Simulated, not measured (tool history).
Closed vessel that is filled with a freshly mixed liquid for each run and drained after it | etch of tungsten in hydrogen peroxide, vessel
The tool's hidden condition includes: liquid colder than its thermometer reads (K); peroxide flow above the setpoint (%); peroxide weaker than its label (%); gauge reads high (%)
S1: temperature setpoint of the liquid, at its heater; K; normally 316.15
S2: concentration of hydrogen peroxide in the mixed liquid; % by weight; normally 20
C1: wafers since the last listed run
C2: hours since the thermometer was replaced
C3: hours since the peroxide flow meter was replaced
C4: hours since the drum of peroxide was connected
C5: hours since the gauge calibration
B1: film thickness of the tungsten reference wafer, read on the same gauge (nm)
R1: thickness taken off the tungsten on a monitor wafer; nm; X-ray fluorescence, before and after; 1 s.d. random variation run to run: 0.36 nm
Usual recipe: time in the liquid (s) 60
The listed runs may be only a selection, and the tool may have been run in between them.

Run 1, hour 0: usual settings but time in the liquid (s) 90; C1 0; C2 1003.5; C3 1871.2; C4 720.5; C5 243.2; B1 90. Result: R1 170 nm.
Run 2, hour 17.8: usual settings but time in the liquid (s) 90; C1 2613; C2 1021.3; C3 1889; C4 738.3; C5 261; B1 90. Result: R1 169.01 nm.
Run 3, hour 47.2: usual settings but time in the liquid (s) 90; C1 4316; C2 1050.7; C3 1918.4; C4 767.7; C5 290.4; B1 90. Result: R1 169.51 nm.
Run 4, hour 66.7: usual settings; C1 2862; C2 1070.2; C3 1937.9; C4 787.2; C5 309.9; B1 90. Result: R1 112.61 nm.
Run 5, hour 90.3: usual settings but S1 322.65 K; C1 3464; C2 1093.8; C3 1961.5; C4 810.8; C5 333.5; B1 90.01. Result: R1 169.72 nm.
Run 6, hour 119.9: usual settings but S1 322.65 K; C1 4345; C2 1123.4; C3 1991.1; C4 840.4; C5 363.1; B1 89.98. Result: R1 169.47 nm.
Run 7, hour 148.7: usual settings; C1 4227; C2 1152.2; C3 2019.9; C4 869.2; C5 391.9; B1 90.01. Result: R1 111.87 nm.
Run 8, hour 164.1: usual settings but S1 309.15 K, S2 22 % by weight; C1 2260; C2 1167.6; C3 2035.3; C4 884.6; C5 407.3; B1 90.01. Result: R1 74.54 nm.
Run 9, hour 194.8: usual settings but S1 309.15 K, S2 22 % by weight; C1 4506; C2 1198.3; C3 2066; C4 915.3; C5 438; B1 90. Result: R1 74.72 nm.
Run 10, hour 229.8: usual settings; C1 5138; C2 1233.3; C3 2101; C4 950.3; C5 473; B1 90. Result: R1 111.83 nm.
Run 11, hour 248.2: usual settings; C1 2701; C2 1251.7; C3 2119.4; C4 968.7; C5 491.4; B1 90.03. Result: R1 112.15 nm.
Run 12, hour 269.2: usual settings; C1 3082; C2 1272.7; C3 2140.4; C4 989.7; C5 512.4; B1 89.99. Result: R1 112.24 nm.
Run 13, hour 301.1: usual settings; C1 4683; C2 1304.6; C3 2172.3; C4 1021.6; C5 544.3; B1 90. Result: R1 111.32 nm.
Run 14, hour 314.6: usual settings but time in the liquid (s) 50; C1 1981; C2 1318.1; C3 2185.8; C4 1035.1; C5 557.8; B1 90. Result: R1 93.41 nm.
Run 15, hour 341.9: usual settings but time in the liquid (s) 50; C1 4007; C2 1345.4; C3 2213.1; C4 1062.4; C5 585.1; B1 90.02. Result: R1 93.07 nm.
Run 16, hour 359.5: usual settings; C1 2583; C2 1363; C3 2230.7; C4 1080; C5 602.7; B1 90. Result: R1 111.56 nm.
At hour 372.2: peroxide flow meter replaced.
Run 17, hour 388.8: usual settings but S2 25 % by weight; C1 4154; C2 1392.3; C3 16.6; C4 1109.3; C5 632; B1 89.98. Result: R1 124.7 nm.
At hour 390.6: gauge calibrated.
Run 18, hour 423: usual settings but S2 25 % by weight, time in the liquid (s) 70; C1 5020; C2 1426.5; C3 50.8; C4 1143.5; C5 32.4; B1 90.01. Result: R1 145.03 nm.
Run 19, hour 440.2: usual settings; C1 2525; C2 1443.7; C3 68; C4 1160.7; C5 49.6; B1 90.01. Result: R1 111.22 nm.
Run 20, hour 469.9: usual settings but S2 21.5 % by weight; C1 4360; C2 1473.4; C3 97.7; C4 1190.4; C5 79.3; B1 90.01. Result: R1 115.46 nm.
Run 21, hour 483.5: usual settings; C1 1996; C2 1487; C3 111.3; C4 1204; C5 92.9; B1 90.01. Result: R1 110.98 nm.
Run 22, hour 517.8: usual settings but S1 312.15 K, time in the liquid (s) 35; C1 5035; C2 1521.3; C3 145.6; C4 1238.3; C5 127.2; B1 90.01. Result: R1 50 nm.
At hour 544.6: thermometer replaced.
Run 23, hour 553.4: usual settings but time in the liquid (s) 70; C1 5079; C2 8.8; C3 181.2; C4 1273.9; C5 162.8; B1 89.98. Result: R1 129.92 nm.
At hour 608.2: new drum of peroxide connected.
Run 24, hour 652.5: usual settings but S2 17 % by weight; C1 14401; C2 107.9; C3 280.3; C4 44.3; C5 261.9; B1 90. Result: R1 105.86 nm.
Run 25, hour 683.7: usual settings but time in the liquid (s) 45; C1 4580; C2 139.1; C3 311.5; C4 75.5; C5 293.1; B1 90. Result: R1 85.78 nm.
Run 26, hour 697.6: usual settings; C1 2040; C2 153; C3 325.4; C4 89.4; C5 307; B1 89.99. Result: R1 114.64 nm.
Run 27, hour 725: usual settings but S2 22 % by weight; C1 4022; C2 180.4; C3 352.8; C4 116.8; C5 334.4; B1 90. Result: R1 120.66 nm.
Run 28, hour 751.7: usual settings; C1 3919; C2 207.1; C3 379.5; C4 143.5; C5 361.1; B1 89.99. Result: R1 114.83 nm.
Run 29, hour 782.8: usual settings but S1 321.65 K, S2 14.5 % by weight, time in the liquid (s) 85; C1 4565; C2 238.2; C3 410.6; C4 174.6; C5 392.2; B1 90.01. Result: R1 195.81 nm.
Run 30, hour 800.2: usual settings; C1 2554; C2 255.6; C3 428; C4 192; C5 409.6; B1 90. Result: R1 114.95 nm.
Run 31, hour 824.1: usual settings; C1 3508; C2 279.5; C3 451.9; C4 215.9; C5 433.5; B1 89.99. Result: R1 115.09 nm.

State the hidden condition of the tool at each of the runs:
liquid colder than its thermometer reads (K): 0 across all the runs
peroxide flow above the setpoint (%): 0 across all the runs
gauge reads high (%): 0 across all the runs
H1: peroxide weaker than its label (%)
run     H1
  1    4.6
  2   4.71
  3   4.88
  4   4.99
  5   5.13
  6    5.3
  7   5.47
  8   5.56
  9   5.74
 10   5.95
 11   6.05
 12   6.18
 13   6.36
 14   6.44
 15    6.6
 16   6.71
 17   6.88
 18   7.08
 19   7.18
 20   7.35
 21   7.43
 22   7.63
 23   7.84
 24  0.966
 25   1.15
 26   1.23
 27   1.39
 28   1.55
 29   1.73
 30   1.83
 31   1.97

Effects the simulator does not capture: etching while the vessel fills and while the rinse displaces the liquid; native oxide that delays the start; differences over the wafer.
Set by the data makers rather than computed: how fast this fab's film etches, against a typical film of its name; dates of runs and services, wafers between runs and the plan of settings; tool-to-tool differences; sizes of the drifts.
